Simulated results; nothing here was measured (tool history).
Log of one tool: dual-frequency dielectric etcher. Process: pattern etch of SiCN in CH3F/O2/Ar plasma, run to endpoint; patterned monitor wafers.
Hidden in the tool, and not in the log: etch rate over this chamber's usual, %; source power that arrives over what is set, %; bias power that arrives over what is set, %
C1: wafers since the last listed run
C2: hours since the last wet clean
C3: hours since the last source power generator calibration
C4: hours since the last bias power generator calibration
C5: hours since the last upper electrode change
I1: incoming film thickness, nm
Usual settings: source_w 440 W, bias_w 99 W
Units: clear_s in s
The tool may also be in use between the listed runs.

run 1 hour=0.0 | source_w=360 bias_w=106 | C1=0 C2=361.7 C3=2477.8 C4=886.6 C5=2024.4 | I1=12.05 | clear_s=29.3
run 2 hour=45.5 | source_w=520 bias_w=99 | C1=581 C2=407.2 C3=2523.3 C4=932.1 C5=2069.9 | I1=12.09 | clear_s=28.1
run 3 hour=120.8 | source_w=440 bias_w=85 | C1=962 C2=482.5 C3=2598.6 C4=1007.4 C5=2145.2 | I1=11.93 | clear_s=30.6
run 4 hour=214.9 | source_w=440 bias_w=99 | C1=1202 C2=576.6 C3=2692.7 C4=1101.5 C5=2239.3 | I1=11.98 | clear_s=29.1
-- hour=255.2 wet clean of the chamber
run 5 hour=257.4 | source_w=440 bias_w=99 | C1=236 C2=2.2 C3=2735.2 C4=1144.0 C5=2281.8 | I1=11.93 | clear_s=27.6
run 6 hour=326.5 | source_w=440 bias_w=99 | C1=882 C2=71.3 C3=2804.3 C4=1213.1 C5=2350.9 | I1=12.16 | clear_s=28.1
run 7 hour=374.5 | source_w=440 bias_w=99 | C1=613 C2=119.3 C3=2852.3 C4=1261.1 C5=2398.9 | I1=11.96 | clear_s=27.8
run 8 hour=479.8 | source_w=440 bias_w=99 | C1=1345 C2=224.6 C3=2957.6 C4=1366.4 C5=2504.2 | I1=12.12 | clear_s=28.5
run 9 hour=529.3 | source_w=440 bias_w=99 | C1=632 C2=274.1 C3=3007.1 C4=1415.9 C5=2553.7 | I1=12.00 | clear_s=28.3
run 10 hour=630.4 | source_w=440 bias_w=99 | C1=1291 C2=375.2 C3=3108.2 C4=1517.0 C5=2654.8 | I1=12.09 | clear_s=28.6
run 11 hour=713.0 | source_w=440 bias_w=81 | C1=1055 C2=457.8 C3=3190.8 C4=1599.6 C5=2737.4 | I1=11.97 | clear_s=31.0
run 12 hour=912.5 | source_w=440 bias_w=81 | C1=2548 C2=657.3 C3=3390.3 C4=1799.1 C5=2936.9 | I1=11.99 | clear_s=31.5
-- hour=959.7 wet clean of the chamber
run 13 hour=1010.5 | source_w=440 bias_w=81 | C1=945 C2=50.8 C3=3488.3 C4=1897.1 C5=3034.9 | I1=12.08 | clear_s=30.7
run 14 hour=1062.0 | source_w=440 bias_w=99 | C1=658 C2=102.3 C3=3539.8 C4=1948.6 C5=3086.4 | I1=12.00 | clear_s=28.2
run 15 hour=1154.1 | source_w=440 bias_w=99 | C1=1176 C2=194.4 C3=3631.9 C4=2040.7 C5=3178.5 | I1=11.95 | clear_s=28.6
run 16 hour=1248.4 | source_w=440 bias_w=99 | C1=1204 C2=288.7 C3=3726.2 C4=2135.0 C5=3272.8 | I1=12.11 | clear_s=29.2
run 17 hour=1342.9 | source_w=440 bias_w=99 | C1=1207 C2=383.2 C3=3820.7 C4=2229.5 C5=3367.3 | I1=11.94 | clear_s=28.5
run 18 hour=1500.4 | source_w=440 bias_w=81 | C1=2012 C2=540.7 C3=3978.2 C4=2387.0 C5=3524.8 | I1=11.97 | clear_s=31.2
-- hour=1557.8 wet clean of the chamber
run 19 hour=1558.3 | source_w=380 bias_w=123 | C1=433 C2=0.5 C3=4036.1 C4=2444.9 C5=3582.7 | I1=11.93 | clear_s=26.1
run 20 hour=1624.4 | source_w=340 bias_w=99 | C1=844 C2=66.6 C3=4102.2 C4=2511.0 C5=3648.8 | I1=11.93 | clear_s=29.1
-- hour=1722.9 upper electrode replaced
run 21 hour=1723.4 | source_w=480 bias_w=120 | C1=958 C2=165.6 C3=4201.2 C4=2610.0 C5=0.5 | I1=11.93 | clear_s=25.8
-- hour=1795.8 bias power generator calibrated
run 22 hour=1796.9 | source_w=470 bias_w=80 | C1=887 C2=239.1 C3=4274.7 C4=1.1 C5=74.0 | I1=12.05 | clear_s=30.9
run 23 hour=1872.4 | source_w=470 bias_w=99 | C1=964 C2=314.6 C3=4350.2 C4=76.6 C5=149.5 | I1=11.94 | clear_s=28.4
run 24 hour=1922.8 | source_w=440 bias_w=99 | C1=643 C2=365.0 C3=4400.6 C4=127.0 C5=199.9 | I1=11.96 | clear_s=28.6
run 25 hour=1961.9 | source_w=410 bias_w=89 | C1=499 C2=404.1 C3=4439.7 C4=166.1 C5=239.0 | I1=11.94 | clear_s=30.3
-- hour=1966.5 source power generator calibrated
run 26 hour=2037.1 | source_w=440 bias_w=99 | C1=909 C2=479.3 C3=70.6 C4=241.3 C5=314.2 | I1=11.96 | clear_s=28.9
run 27 hour=2076.0 | source_w=380 bias_w=90 | C1=497 C2=518.2 C3=109.5 C4=280.2 C5=353.1 | I1=12.07 | clear_s=31.4
run 28 hour=2117.6 | source_w=500 bias_w=113 | C1=531 C2=559.8 C3=151.1 C4=321.8 C5=394.7 | I1=12.01 | clear_s=27.2
-- hour=2226.6 wet clean of the chamber
run 29 hour=2227.1 | source_w=440 bias_w=99 | C1=1092 C2=0.5 C3=260.6 C4=431.3 C5=504.2 | I1=11.91 | clear_s=27.6
run 30 hour=2268.9 | source_w=510 bias_w=116 | C1=534 C2=42.3 C3=302.4 C4=473.1 C5=546.0 | I1=12.02 | clear_s=26.1
run 31 hour=2360.6 | source_w=330 bias_w=75 | C1=1171 C2=134.0 C3=394.1 C4=564.8 C5=637.7 | I1=11.91 | clear_s=33.3
run 32 hour=2459.2 | source_w=510 bias_w=75 | C1=1259 C2=232.6 C3=492.7 C4=663.4 C5=736.3 | I1=11.98 | clear_s=31.0
run 33 hour=2521.5 | source_w=390 bias_w=81 | C1=795 C2=294.9 C3=555.0 C4=725.7 C5=798.6 | I1=12.03 | clear_s=31.9
run 34 hour=2602.3 | source_w=440 bias_w=120 | C1=1032 C2=375.7 C3=635.8 C4=806.5 C5=879.4 | I1=12.03 | clear_s=27.5
run 35 hour=2638.4 | source_w=380 bias_w=99 | C1=461 C2=411.8 C3=671.9 C4=842.6 C5=915.5 | I1=12.07 | clear_s=30.6

The same runs without the tool's hidden state, with the same run-to-run variation:
run=1 clear_s=28.4
run=2 clear_s=27.2
run=3 clear_s=29.4
run=4 clear_s=27.8
run=5 clear_s=27.9
run=6 clear_s=28.2
run=7 clear_s=27.8
run=8 clear_s=28.2
run=9 clear_s=27.9
run=10 clear_s=28.0
run=11 clear_s=30.1
run=12 clear_s=30.1
run=13 clear_s=30.6
run=14 clear_s=27.9
run=15 clear_s=28.1
run=16 clear_s=28.4
run=17 clear_s=27.5
run=18 clear_s=29.7
run=19 clear_s=26.1
run=20 clear_s=29.0
run=21 clear_s=25.4
run=22 clear_s=30.3
run=23 clear_s=27.7
run=24 clear_s=27.8
run=25 clear_s=29.3
run=26 clear_s=27.8
run=27 clear_s=30.1
run=28 clear_s=26.0
run=29 clear_s=27.3
run=30 clear_s=25.7
run=31 clear_s=32.5
run=32 clear_s=29.9
run=33 clear_s=30.7
run=34 clear_s=26.3
run=35 clear_s=29.2
